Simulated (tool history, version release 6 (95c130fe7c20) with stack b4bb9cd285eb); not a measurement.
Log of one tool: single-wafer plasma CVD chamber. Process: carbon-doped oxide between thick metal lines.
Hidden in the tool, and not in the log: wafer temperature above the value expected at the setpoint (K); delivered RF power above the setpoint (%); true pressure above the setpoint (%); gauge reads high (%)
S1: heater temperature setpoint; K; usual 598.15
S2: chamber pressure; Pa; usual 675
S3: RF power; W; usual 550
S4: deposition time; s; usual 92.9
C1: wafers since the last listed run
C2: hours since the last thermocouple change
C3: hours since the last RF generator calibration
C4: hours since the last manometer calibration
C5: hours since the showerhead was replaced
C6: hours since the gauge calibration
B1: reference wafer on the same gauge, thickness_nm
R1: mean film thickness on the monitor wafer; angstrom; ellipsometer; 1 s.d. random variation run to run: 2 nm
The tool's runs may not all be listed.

Run 1, hour 0.0: usual settings but S3 480 W; C1 0; C2 1359.3; C3 2387.7; C4 60.3; C5 5101.0; C6 1375.7; B1 603.148. Result: R1 4984.95 angstrom.
Run 2, hour 24.6: usual settings but S3 520 W, S4 99.8 s; C1 414; C2 1383.9; C3 2412.3; C4 84.9; C5 5125.6; C6 1400.3; B1 600.852. Result: R1 5582.94 angstrom.
At hour 39.4: RF generator calibrated.
At hour 71.1: showerhead replaced.
Run 3, hour 76.9: usual settings but S3 520 W, S4 99.8 s; C1 611; C2 1436.2; C3 37.5; C4 137.2; C5 5.8; C6 1452.6; B1 602.169. Result: R1 5553.21 angstrom.
Run 4, hour 114.8: usual settings but S1 587.15 K; C1 638; C2 1474.1; C3 75.4; C4 175.1; C5 43.7; C6 1490.5; B1 601.438. Result: R1 5510.57 angstrom.
At hour 165.0: thermocouple changed; heater temperature recalibrated.
Run 5, hour 175.4: usual settings but S1 587.15 K; C1 885; C2 10.4; C3 136.0; C4 235.7; C5 104.3; C6 1551.1; B1 601.733. Result: R1 5514.49 angstrom.
Run 6, hour 201.5: usual settings but S3 505 W; C1 439; C2 36.5; C3 162.1; C4 261.8; C5 130.4; C6 1577.2; B1 601.830. Result: R1 5092.51 angstrom.
Run 7, hour 258.5: usual settings; C1 960; C2 93.5; C3 219.1; C4 318.8; C5 187.4; C6 1634.2; B1 601.762. Result: R1 5341.43 angstrom.
Run 8, hour 294.3: usual settings; C1 602; C2 129.3; C3 254.9; C4 354.6; C5 223.2; C6 1670.0; B1 601.384. Result: R1 5341.59 angstrom.
Run 9, hour 326.7: usual settings but S1 587.15 K; C1 545; C2 161.7; C3 287.3; C4 387.0; C5 255.6; C6 1702.4; B1 602.197. Result: R1 5523.47 angstrom.
Run 10, hour 373.2: usual settings but S1 603.15 K, S2 789 Pa, S3 645 W, S4 84.2 s; C1 783; C2 208.2; C3 333.8; C4 433.5; C5 302.1; C6 1748.9; B1 601.905. Result: R1 5287.82 angstrom.
At hour 375.4: gauge calibrated.
Run 11, hour 414.5: usual settings but S1 612.15 K, S2 525 Pa, S3 595 W, S4 102.0 s; C1 695; C2 249.5; C3 375.1; C4 474.8; C5 343.4; C6 39.1; B1 601.568. Result: R1 5740.89 angstrom.
Run 12, hour 469.7: usual settings but S1 608.15 K, S2 773 Pa; C1 929; C2 304.7; C3 430.3; C4 530.0; C5 398.6; C6 94.3; B1 601.726. Result: R1 5271.09 angstrom.
Run 13, hour 521.5: usual settings but S2 623 Pa; C1 872; C2 356.5; C3 482.1; C4 581.8; C5 450.4; C6 146.1; B1 602.491. Result: R1 5259.49 angstrom.
Run 14, hour 560.0: usual settings but S2 620 Pa, S4 108.8 s; C1 648; C2 395.0; C3 520.6; C4 620.3; C5 488.9; C6 184.6; B1 602.193. Result: R1 6148.73 angstrom.
Run 15, hour 601.7: usual settings but S3 480 W; C1 702; C2 436.7; C3 562.3; C4 662.0; C5 530.6; C6 226.3; B1 601.369. Result: R1 4979.91 angstrom.
Run 16, hour 668.5: usual settings; C1 1125; C2 503.5; C3 629.1; C4 728.8; C5 597.4; C6 293.1; B1 602.661. Result: R1 5360.92 angstrom.
Run 17, hour 698.6: usual settings but S1 587.15 K; C1 506; C2 533.6; C3 659.2; C4 758.9; C5 627.5; C6 323.2; B1 602.405. Result: R1 5520.48 angstrom.
Run 18, hour 768.1: usual settings but S1 610.15 K; C1 1170; C2 603.1; C3 728.7; C4 828.4; C5 697.0; C6 392.7; B1 602.148. Result: R1 5189.98 angstrom.
Run 19, hour 808.9: usual settings but S3 615 W, S4 87.5 s; C1 687; C2 643.9; C3 769.5; C4 869.2; C5 737.8; C6 433.5; B1 602.133. Result: R1 5316.83 angstrom.
Run 20, hour 841.7: usual settings but S1 589.15 K, S2 565 Pa, S3 490 W, S4 88.1 s; C1 552; C2 676.7; C3 802.3; C4 902.0; C5 770.6; C6 466.3; B1 601.813. Result: R1 4821.84 angstrom.
Run 21, hour 882.3: usual settings; C1 683; C2 717.3; C3 842.9; C4 942.6; C5 811.2; C6 506.9; B1 602.300. Result: R1 5358.55 angstrom.
Run 22, hour 945.9: usual settings but S1 588.15 K, S2 575 Pa, S3 640 W, S4 100.7 s; C1 1071; C2 780.9; C3 906.5; C4 1006.2; C5 874.8; C6 570.5; B1 601.868. Result: R1 6304.78 angstrom.
Run 23, hour 1002.7: usual settings but S1 589.15 K, S2 839 Pa; C1 956; C2 837.7; C3 963.3; C4 1063.0; C5 931.6; C6 627.3; B1 601.742. Result: R1 5588.24 angstrom.
Run 24, hour 1033.2: usual settings; C1 513; C2 868.2; C3 993.8; C4 1093.5; C5 962.1; C6 657.8; B1 602.544. Result: R1 5334.15 angstrom.
Run 25, hour 1078.5: usual settings but S4 79.0 s; C1 762; C2 913.5; C3 1039.1; C4 1138.8; C5 1007.4; C6 703.1; B1 600.925. Result: R1 4562.96 angstrom.
Run 26, hour 1134.7: usual settings but S4 85.6 s; C1 946; C2 969.7; C3 1095.3; C4 1195.0; C5 1063.6; C6 759.3; B1 602.200. Result: R1 4935.01 angstrom.

Estimate the outcome of run 27 from the log above:
Run 27, hour 1179.4: usual settings; C1 752; C2 1014.4; C3 1140.0; C4 1239.7; C5 1108.3; C6 804.0; B1 ?. Result: R1 ?.

For run 27 the tool returned B1 601.889, R1 5318.54 angstrom.
Were there no unlogged condition in the tool, this run, its random variation unchanged, would have produced R1 5318.54 angstrom.
